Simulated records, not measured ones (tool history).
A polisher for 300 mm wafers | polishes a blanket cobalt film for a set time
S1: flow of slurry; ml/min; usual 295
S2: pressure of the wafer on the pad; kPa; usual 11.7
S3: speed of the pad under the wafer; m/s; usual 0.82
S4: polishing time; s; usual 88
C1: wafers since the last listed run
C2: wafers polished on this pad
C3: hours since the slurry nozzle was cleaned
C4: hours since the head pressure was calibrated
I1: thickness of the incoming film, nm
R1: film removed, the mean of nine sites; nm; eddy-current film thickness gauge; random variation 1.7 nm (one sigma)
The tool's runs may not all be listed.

| run | day | S1 | S2 | S3 | S4 | C1 | C2 | C3 | C4 | I1 | R1 |
|---|---|---|---|---|---|---|---|---|---|---|---|
| 1 | 0 | 295 | 11.7 | 0.82 | 64 | 0 | 512 | 208 | 340.7 | 1074.2 | 189.2 |
|  | 0.058 | head pressure recalibrated |
| 2 | 2.592 | 295 | 11.7 | 0.82 | 64 | 358 | 871 | 270.2 | 60.8 | 1066.1 | 189.8 |
| 3 | 4.854 | 295 | 11.7 | 0.82 | 64 | 320 | 1192 | 324.5 | 115.1 | 1074.1 | 189.3 |
|  | 5.404 | worn pad replaced by a new one |
| 4 | 6.479 | 295 | 9.7 | 0.82 | 88 | 206 | 152 | 363.5 | 154.1 | 1098.5 | 216.5 |
|  | 8.846 | slurry nozzle cleaned |
| 5 | 11.475 | 295 | 9.7 | 0.82 | 88 | 702 | 855 | 63.1 | 274 | 1071.7 | 216.9 |
| 6 | 12.538 | 295 | 9.7 | 0.82 | 88 | 150 | 1005 | 88.6 | 299.5 | 1098.1 | 214.4 |
|  | 13.95 | worn pad replaced by a new one |
|  | 15.246 | head pressure recalibrated |
| 7 | 15.267 | 295 | 11.7 | 0.82 | 88 | 351 | 174 | 154.1 | 0.5 | 1088 | 262.3 |
| 8 | 18.054 | 295 | 11.7 | 0.82 | 88 | 395 | 570 | 221 | 67.4 | 1093.9 | 262.1 |
| 9 | 20.488 | 295 | 11.7 | 0.82 | 88 | 344 | 915 | 279.4 | 125.8 | 1080.4 | 261.1 |
| 10 | 21.946 | 295 | 11.7 | 0.82 | 113 | 206 | 1121 | 314.4 | 160.8 | 1070.6 | 335.6 |
| 11 | 23.675 | 295 | 11.7 | 0.82 | 88 | 245 | 1367 | 355.9 | 202.3 | 1085.1 | 263 |
|  | 24.483 | worn pad replaced by a new one |
|  | 24.979 | slurry nozzle cleaned |
| 12 | 25.888 | 295 | 13.1 | 0.82 | 88 | 284 | 193 | 21.8 | 255.4 | 1082.4 | 288.1 |
| 13 | 27.275 | 320 | 11.7 | 1.06 | 97 | 196 | 389 | 55.1 | 288.7 | 1073.1 | 372 |
| 14 | 29.962 | 390 | 7.6 | 0.82 | 61 | 381 | 770 | 119.6 | 353.2 | 1073 | 120.2 |
|  | 30.75 | head pressure recalibrated |
| 15 | 31.533 | 295 | 11.7 | 0.82 | 96 | 210 | 981 | 157.3 | 18.8 | 1084.8 | 287.5 |
| 16 | 33.633 | 375 | 11.7 | 0.82 | 67 | 297 | 1279 | 207.7 | 69.2 | 1061.8 | 201.9 |
|  | 33.996 | worn pad replaced by a new one |
| 17 | 35.35 | 295 | 11.7 | 0.82 | 104 | 219 | 191 | 248.9 | 110.4 | 1095.4 | 306.8 |
| 18 | 37.875 | 260 | 11.7 | 0.82 | 77 | 357 | 549 | 309.5 | 171 | 1074.4 | 224 |
| 19 | 39.396 | 200 | 11.7 | 0.82 | 88 | 215 | 765 | 346 | 207.5 | 1075.2 | 252.1 |
|  | 39.525 | slurry nozzle cleaned |
| 20 | 41.421 | 295 | 11.7 | 0.82 | 72 | 281 | 1046 | 45.5 | 256.1 | 1091.2 | 213.6 |
| 21 | 42.804 | 295 | 11.7 | 0.82 | 88 | 196 | 1242 | 78.7 | 289.3 | 1097.3 | 260.1 |
|  | 43.267 | head pressure recalibrated |
|  | 44.954 | worn pad replaced by a new one |
| 22 | 45.329 | 395 | 15.2 | 0.92 | 72 | 322 | 53 | 139.3 | 49.5 | 1079.3 | 314.6 |
| 23 | 47.146 | 255 | 10.3 | 0.58 | 71 | 257 | 310 | 182.9 | 93.1 | 1068.1 | 130 |
| 24 | 48.871 | 295 | 11.7 | 0.82 | 88 | 244 | 555 | 224.3 | 134.5 | 1077.9 | 260.8 |

Hidden state at the last listed run before each entry between runs and at the first one after, where it differs:
Between runs 1 and 2: head pressure recalibrated (day 0.058)
  no hidden state differs between the two runs
Between runs 3 and 4: worn pad replaced by a new one (day 5.404)
  no hidden state differs between the two runs
Between runs 4 and 5: slurry nozzle cleaned (day 8.846)
  no hidden state differs between the two runs
Between runs 6 and 7: worn pad replaced by a new one (day 13.95); head pressure recalibrated (day 15.246)
  no hidden state differs between the two runs
Between runs 11 and 12: worn pad replaced by a new one (day 24.483); slurry nozzle cleaned (day 24.979)
  no hidden state differs between the two runs
Between runs 14 and 15: head pressure recalibrated (day 30.75)
  no hidden state differs between the two runs
Between runs 16 and 17: worn pad replaced by a new one (day 33.996)
  no hidden state differs between the two runs
Between runs 19 and 20: slurry nozzle cleaned (day 39.525)
  no hidden state differs between the two runs
Between runs 21 and 22: head pressure recalibrated (day 43.267); worn pad replaced by a new one (day 44.954)
  no hidden state differs between the two runs

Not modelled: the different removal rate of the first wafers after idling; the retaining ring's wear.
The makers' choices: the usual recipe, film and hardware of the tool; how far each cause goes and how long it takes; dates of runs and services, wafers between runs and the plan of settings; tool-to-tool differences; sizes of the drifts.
